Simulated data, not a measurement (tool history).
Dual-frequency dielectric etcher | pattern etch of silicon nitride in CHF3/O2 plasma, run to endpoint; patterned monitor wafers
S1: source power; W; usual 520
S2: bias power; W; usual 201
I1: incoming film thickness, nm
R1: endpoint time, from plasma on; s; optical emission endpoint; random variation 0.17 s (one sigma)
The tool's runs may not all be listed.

run    hour   S1   S2    I1    R1
  1       0  520  201  85.6  56.4
  2    57.5  520  201  85.7  56.5
  3   105.4  520  164  85.4  59.9
  4   184.8  520  179  85.6  58.5
  5   286.6  520  201  85.7  56.6
  6   327.4  520  201  86.7  56.8
      370.2  -- wet clean of the chamber
  7   403.3  460  201  86.2  60.8
  8   444.5  520  190  85.6  57.5
  9   484.7  520  190  85.6  57.4
 10   567.3  520  190    86  57.8
      583.8  -- bias power generator calibrated
 11     640  440  201  86.3  61.6
 12   713.8  440  201  85.8    61
 13   810.8  520  201  86.3  55.8
      873.5  -- upper electrode replaced
 14     874  520  201  86.1  55.8
      936.8  -- wet clean of the chamber
 15   937.3  520  201  85.5  55.4
 16   984.4  460  169  85.2  62.4
 17  1057.4  570  228  85.3  50.6
 18  1152.2  650  172  86.1  52.2
 19  1233.2  520  201    85  55.3
 20  1323.9  610  226  85.3  49.2
 21  1379.5  640  248  85.1  46.1
 22  1450.5  570  179  84.9  54.6
     1463.7  -- source power generator calibrated
 23  1512.4  480  188  85.8  59.4
     1597.9  -- wet clean of the chamber
 24  1598.4  440  222  85.5  58.8
 25  1666.9  640  163  85.1    53
 26  1731.8  520  201    85  55.3
 27  1794.3  630  181  84.8  51.4
 28  1875.3  630  220  86.3  49.3
 29  1937.4  520  201  85.5  55.5
 30  1979.2  520  201    85  55.5
 31  2052.9  650  156  85.6  53.9
 32  2089.2  520  201  85.1  55.4
 33  2145.6  620  176  85.8  53.3
     2194.5  -- wet clean of the chamber
 34  2242.3  580  201  86.6  53.4

5 ways to go on from here, each from the tool as it stands after run 34. What would each give?
  A  2242.7  520  201  85.8   ?
  B  2242.7  400  179  85.8   ?
  C  2242.7  470  180  85.8   ?
  D  2242.7  570  250  85.8   ?
  E  2242.7  580  237  85.8   ?

run    R1
  A  56.1
  B  67.7
  C  61.5
  D  49.8
  E  50.2
Without the tool's hidden state the same runs would have given:
run    R1
  A  55.9
  B  67.4
  C  61.3
  D  49.6
  E  50.1
